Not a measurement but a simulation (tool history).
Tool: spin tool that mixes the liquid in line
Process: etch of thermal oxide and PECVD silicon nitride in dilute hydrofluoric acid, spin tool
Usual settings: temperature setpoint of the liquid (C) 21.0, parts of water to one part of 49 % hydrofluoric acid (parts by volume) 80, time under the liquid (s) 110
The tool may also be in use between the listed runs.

run	day	temperature setpoint of the liquid (C)	parts of water to one part of 49 % hydrofluoric acid (parts by volume)	time under the liquid (s)	wafers since the last listed run	hours since the thermometer was replaced	hours since the hydrofluoric acid flow meter was replaced	hours since the gauge calibration	read-back film thickness of the thermal oxide reference wafer, read on the same gauge (nm)	read-back film thickness of the PECVD silicon nitride reference wafer, read on the same gauge (nm)	thickness taken off the thermal oxide on a monitor wafer (angstrom)	thickness taken off the PECVD silicon nitride on a monitor wafer (angstrom)
1	0.000	21.0	80	125	0	411.7	866.7	53.9	60.02	139.98	69.3	73.4
2	0.662	21.0	80	125	171	427.6	882.6	69.8	59.99	140.00	69.2	73.9
3	1.021	21.0	80	125	92	436.2	891.2	78.4	60.00	139.98	69.0	73.5
4	1.338	19.5	80	65	82	443.8	898.8	86.0	60.00	140.00	33.8	34.6
5	1.779	19.5	80	65	114	454.4	909.4	96.6	60.01	140.02	33.6	35.0
6	2.775	19.5	80	65	258	478.3	933.3	120.5	59.98	140.00	33.9	35.0
7	3.300	21.0	50	110	136	490.9	945.9	133.1	59.99	139.97	102.1	104.1
8	3.571	21.0	50	110	70	497.4	952.4	139.6	59.99	139.97	101.4	104.8
9	3.946	21.0	50	110	97	506.4	961.4	148.6	60.01	140.04	102.0	105.6
10	4.400	21.0	105	110	117	517.3	972.3	159.5	59.98	140.01	44.5	50.6
11	4.875	19.5	80	90	123	528.7	983.7	170.9	59.98	140.01	47.2	48.3
12	5.325	21.0	60	80	116	539.5	994.5	181.7	60.02	140.01	60.9	64.0
13	6.025	21.0	80	110	181	556.3	1011.3	198.5	59.99	139.99	60.9	66.1
14	6.500	21.0	45	110	123	567.7	1022.7	209.9	60.01	140.01	114.3	116.1
# day 6.517: gauge calibrated
15	6.800	21.0	80	110	77	574.9	1029.9	6.8	59.99	140.04	60.9	65.9
# day 7.400: hydrofluoric acid flow meter replaced
16	7.417	21.0	55	125	149	589.7	0.4	21.6	60.03	140.02	117.5	123.9
# day 8.021: thermometer replaced
17	8.062	21.0	80	110	156	1.0	15.9	37.1	59.99	139.96	62.9	63.2
18	8.646	23.0	90	110	151	15.0	29.9	51.1	59.99	139.97	59.5	64.9
19	9.283	24.5	90	175	165	30.3	45.2	66.4	60.01	140.01	100.6	113.4
20	9.850	19.0	65	150	147	43.9	58.8	80.0	59.99	140.02	98.5	92.6

Forecast run 21:
21	10.529	17.0	100	155	176	60.2	75.1	96.3	?	?	?	?

read-back film thickness of the thermal oxide reference wafer, read on the same gauge (nm): 60.01
read-back film thickness of the PECVD silicon nitride reference wafer, read on the same gauge (nm): 140.02
thickness taken off the thermal oxide on a monitor wafer (angstrom): 59.1
thickness taken off the PECVD silicon nitride on a monitor wafer (angstrom): 54.4
Without the tool's hidden state the same run would have given thickness taken off the thermal oxide on a monitor wafer (angstrom) 59.7, thickness taken off the PECVD silicon nitride on a monitor wafer (angstrom) 54.1.
